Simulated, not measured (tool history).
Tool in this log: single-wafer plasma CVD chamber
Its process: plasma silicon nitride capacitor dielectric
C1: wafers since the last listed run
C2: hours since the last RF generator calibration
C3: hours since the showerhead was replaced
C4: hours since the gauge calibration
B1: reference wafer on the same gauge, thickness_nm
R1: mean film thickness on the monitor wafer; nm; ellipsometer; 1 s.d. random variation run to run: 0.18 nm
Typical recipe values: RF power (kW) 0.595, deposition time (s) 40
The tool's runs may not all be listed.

run 1 hour=0 | RF_power_(kW)=0.595 deposition_time_(s)=42.1 | C1=0 C2=825.7 C3=2177.5 C4=1107.8 | B1=72.107 | R1=76.195
run 2 hour=59.6 | RF_power_(kW)=0.595 deposition_time_(s)=42.1 | C1=1182 C2=885.3 C3=2237.1 C4=1167.4 | B1=72.173 | R1=76.408
run 3 hour=165.7 | RF_power_(kW)=0.595 deposition_time_(s)=40 | C1=2105 C2=991.4 C3=2343.2 C4=1273.5 | B1=72.125 | R1=72.676
-- hour=177.7 RF generator calibrated
-- hour=245.8 gauge calibrated
run 4 hour=248.7 | RF_power_(kW)=0.665 deposition_time_(s)=40 | C1=1488 C2=71 C3=2426.2 C4=2.9 | B1=72.124 | R1=74.21
run 5 hour=321.8 | RF_power_(kW)=0.595 deposition_time_(s)=40 | C1=1450 C2=144.1 C3=2499.3 C4=76 | B1=72.035 | R1=72.516
run 6 hour=360.3 | RF_power_(kW)=0.595 deposition_time_(s)=40 | C1=763 C2=182.6 C3=2537.8 C4=114.5 | B1=72.078 | R1=72.043
run 7 hour=584.9 | RF_power_(kW)=0.595 deposition_time_(s)=40 | C1=4456 C2=407.2 C3=2762.4 C4=339.1 | B1=72.11 | R1=72.564
run 8 hour=665.9 | RF_power_(kW)=0.595 deposition_time_(s)=40 | C1=1607 C2=488.2 C3=2843.4 C4=420.1 | B1=72.051 | R1=72.391
run 9 hour=752.7 | RF_power_(kW)=0.595 deposition_time_(s)=40 | C1=1722 C2=575 C3=2930.2 C4=506.9 | B1=72.142 | R1=72.691
run 10 hour=818.5 | RF_power_(kW)=0.595 deposition_time_(s)=40 | C1=1305 C2=640.8 C3=2996 C4=572.7 | B1=72.106 | R1=72.375
run 11 hour=859 | RF_power_(kW)=0.595 deposition_time_(s)=40 | C1=803 C2=681.3 C3=3036.5 C4=613.2 | B1=72.033 | R1=72.393
run 12 hour=929.2 | RF_power_(kW)=0.595 deposition_time_(s)=40 | C1=1392 C2=751.5 C3=3106.7 C4=683.4 | B1=72.128 | R1=72.548
run 13 hour=1021.1 | RF_power_(kW)=0.595 deposition_time_(s)=40 | C1=1823 C2=843.4 C3=3198.6 C4=775.3 | B1=71.982 | R1=72.695
run 14 hour=1093.3 | RF_power_(kW)=0.56 deposition_time_(s)=45.4 | C1=1432 C2=915.6 C3=3270.8 C4=847.5 | B1=72.08 | R1=81.542
run 15 hour=1183.3 | RF_power_(kW)=0.7 deposition_time_(s)=40 | C1=1785 C2=1005.6 C3=3360.8 C4=937.5 | B1=72.165 | R1=75.566
run 16 hour=1230.4 | RF_power_(kW)=0.5 deposition_time_(s)=40 | C1=934 C2=1052.7 C3=3407.9 C4=984.6 | B1=72.149 | R1=69.91
-- hour=1244.9 RF generator calibrated
run 17 hour=1289.2 | RF_power_(kW)=0.595 deposition_time_(s)=46.4 | C1=1008 C2=44.3 C3=3466.7 C4=1043.4 | B1=72.103 | R1=84.051
-- hour=1359.3 showerhead replaced
run 18 hour=1376.6 | RF_power_(kW)=0.5 deposition_time_(s)=40 | C1=1575 C2=131.7 C3=17.3 C4=1130.8 | B1=72.101 | R1=69.906
run 19 hour=1454 | RF_power_(kW)=0.675 deposition_time_(s)=34.8 | C1=1535 C2=209.1 C3=94.7 C4=1208.2 | B1=72.098 | R1=64.424
run 20 hour=1511.1 | RF_power_(kW)=0.67 deposition_time_(s)=32.5 | C1=1133 C2=266.2 C3=151.8 C4=1265.3 | B1=72.154 | R1=60.605
-- hour=1577.7 gauge calibrated
run 21 hour=1613.8 | RF_power_(kW)=0.56 deposition_time_(s)=45.4 | C1=2037 C2=368.9 C3=254.5 C4=36.1 | B1=72.088 | R1=81.497
run 22 hour=1708.6 | RF_power_(kW)=0.71 deposition_time_(s)=42.6 | C1=1881 C2=463.7 C3=349.3 C4=130.9 | B1=72.1 | R1=80.373
run 23 hour=1790.3 | RF_power_(kW)=0.65 deposition_time_(s)=36.7 | C1=1621 C2=545.4 C3=431 C4=212.6 | B1=71.992 | R1=67.829
run 24 hour=2046.8 | RF_power_(kW)=0.485 deposition_time_(s)=42.7 | C1=5089 C2=801.9 C3=687.5 C4=469.1 | B1=72.059 | R1=74.387
run 25 hour=2146.6 | RF_power_(kW)=0.595 deposition_time_(s)=40 | C1=1980 C2=901.7 C3=787.3 C4=568.9 | B1=72.081 | R1=72.429
-- hour=2234.7 RF generator calibrated
run 26 hour=2240.4 | RF_power_(kW)=0.49 deposition_time_(s)=43.5 | C1=1702 C2=5.7 C3=881.1 C4=662.7 | B1=72.061 | R1=75.736
run 27 hour=2338.3 | RF_power_(kW)=0.595 deposition_time_(s)=32.1 | C1=1942 C2=103.6 C3=979 C4=760.6 | B1=72.087 | R1=58.25

Hidden state at the last listed run before each entry between runs and at the first one after, where it differs:
Between runs 3 and 4: RF generator calibrated (hour 177.7); gauge calibrated (hour 245.8)
  both runs share identical hidden conditions
Between runs 16 and 17: RF generator calibrated (hour 1244.9)
  both runs share identical hidden conditions
Between runs 17 and 18: showerhead replaced (hour 1359.3)
  both runs share identical hidden conditions
Between runs 20 and 21: gauge calibrated (hour 1577.7)
  both runs share identical hidden conditions
Between runs 25 and 26: RF generator calibrated (hour 2234.7)
  both runs share identical hidden conditions
